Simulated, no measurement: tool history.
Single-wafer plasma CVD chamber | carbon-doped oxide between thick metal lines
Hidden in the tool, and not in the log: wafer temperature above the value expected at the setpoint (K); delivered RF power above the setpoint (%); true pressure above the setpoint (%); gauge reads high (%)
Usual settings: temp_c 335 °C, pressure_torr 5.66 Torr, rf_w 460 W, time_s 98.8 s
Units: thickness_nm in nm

run     day  temp_c  pressure_torr  rf_w  time_s  wafers since the last listed run  hours since the last thermocouple change  hours since the last RF generator calibration  hours since the last manometer calibration  hours since the showerhead was replaced  hours since the gauge calibration  read-back reference wafer on the same gauge, thickness_nm  thickness_nm
  1       0     335           5.66   460   103.5                                 0                                    1266.4                                         2120.7                                       958.9                                   3848.2                             1381.5                                                    497.704       472.719
  2   1.579     331           5.66   460    98.8                               444                                    1304.3                                         2158.6                                       996.8                                   3886.1                             1419.4                                                    497.583       454.567
      3.929  -- gauge calibrated
      4.379  -- thermocouple changed; heater temperature recalibrated
  3     4.4     331           5.66   460    98.8                               700                                       0.5                                         2226.3                                      1064.5                                   3953.8                               11.3                                                    498.793       454.436
  4     5.7     335           5.66   460   113.5                               366                                      31.7                                         2257.5                                      1095.7                                     3985                               42.5                                                    498.294       515.051
  5   7.771     335           5.66   460   113.5                               583                                      81.4                                         2307.2                                      1145.4                                   4034.7                               92.2                                                     497.61       513.954
  6  10.329     325           6.65   460    98.8                               720                                     142.8                                         2368.6                                      1206.8                                   4096.1                              153.6                                                    497.918       468.911
  7  11.812     335           5.38   460    98.8                               417                                     178.4                                         2404.2                                      1242.4                                   4131.7                              189.2                                                    498.376       439.183
     12.558  -- RF generator calibrated
  8  14.471     335           5.28   460    98.8                               654                                     242.2                                           45.9                                      1306.2                                   4195.5                                253                                                    498.656       461.795
  9  16.812     335           5.66   460    98.8                               659                                     298.4                                          102.1                                      1362.4                                   4251.7                              309.2                                                    497.994       468.785
     17.929  -- capacitance manometer re-zeroed and calibrated
 10  18.254     348            5.3   410    90.3                               312                                       333                                          136.7                                         7.8                                   4286.3                              343.8                                                     497.65       383.869
     20.112  -- showerhead replaced
 11  20.262     340           6.22   460    98.8                               471                                     381.2                                          184.9                                          56                                      3.6                                392                                                    497.403       468.777
 12  21.558     335           5.06   460    90.8                               364                                     412.3                                            216                                        87.1                                     34.7                              423.1                                                    498.796       421.773
 13  23.546     335           6.06   460    93.4                               559                                       460                                          263.7                                       134.8                                     82.4                              470.8                                                    497.829       448.658
 14  25.775     335           5.66   460    98.8                               627                                     513.5                                          317.2                                       188.3                                    135.9                              524.3                                                    497.132       469.979
 15  26.783     335           5.66   460    98.8                               283                                     537.7                                          341.4                                       212.5                                    160.1                              548.5                                                    498.083       471.327
 16  29.412     335           5.24   460    98.8                               740                                     600.8                                          404.5                                       275.6                                    223.2                              611.6                                                    497.551       463.854
 17    32.3     335           5.66   460    98.8                               813                                     670.1                                          473.8                                       344.9                                    292.5                              680.9                                                    496.841       466.003
 18  34.212     335           6.26   460    79.2                               538                                       716                                          519.7                                       390.8                                    338.4                              726.8                                                    497.623       379.494
 19  35.533     335           4.89   460    98.8                               371                                     747.7                                          551.4                                       422.5                                    370.1                              758.5                                                    498.191       459.074
 20  37.442     335           5.66   460    98.8                               537                                     793.5                                          597.2                                       468.3                                    415.9                              804.3                                                    497.308        470.03
 21  40.971     348           5.66   425    98.8                               993                                     878.2                                          681.9                                         553                                    500.6                                889                                                    498.062       434.015
 22  43.096     335            6.6   385    98.8                               598                                     929.2                                          732.9                                         604                                    551.6                                940                                                    496.839       430.544
 23  46.033     335           6.83   510    98.8                               827                                     999.7                                          803.4                                       674.5                                    622.1                             1010.5                                                    498.731       505.894
 24    47.8     335           6.69   400     118                               497                                    1042.1                                          845.8                                       716.9                                    664.5                             1052.9                                                    498.272       525.893
 25  49.021     335           5.66   460   109.1                               343                                    1071.4                                          875.1                                       746.2                                    693.8                             1082.2                                                     497.82       517.486
 26  50.583     335           5.66   400     113                               440                                    1108.9                                          912.6                                       783.7                                    731.3                             1119.7                                                    497.766       495.311
 27  52.758     348           5.66   500    92.1                               612                                    1161.1                                          964.8                                       835.9                                    783.5                             1171.9                                                    497.415       441.272
 28  54.612     346           6.14   495    98.8                               522                                    1205.6                                         1009.3                                       880.4                                      828                             1216.4                                                    497.625       478.598
 29  56.217     339           5.02   460    98.8                               451                                    1244.1                                         1047.8                                       918.9                                    866.5                             1254.9                                                    497.218       452.865

3 ways to go on from here, each from the tool as it stands after run 29. What would each give?
  A  56.233     335           5.66   380    98.8                                 4                                    1244.5                                         1048.2                                       919.3                                    866.9                             1255.3                                                          ?             ?
  B  56.233     335           5.66   460    84.7                                 4                                    1244.5                                         1048.2                                       919.3                                    866.9                             1255.3                                                          ?             ?
  C  56.233     348           6.77   460    98.8                                 4                                    1244.5                                         1048.2                                       919.3                                    866.9                             1255.3                                                          ?             ?

run  read-back reference wafer on the same gauge, thickness_nm  thickness_nm
  A                                                    498.146       413.967
  B                                                    498.146       398.521
  C                                                    498.146       459.352
Without the tool's hidden state the same runs would have given:
run  thickness_nm
  A        419.82
  B       403.668
  C       465.286
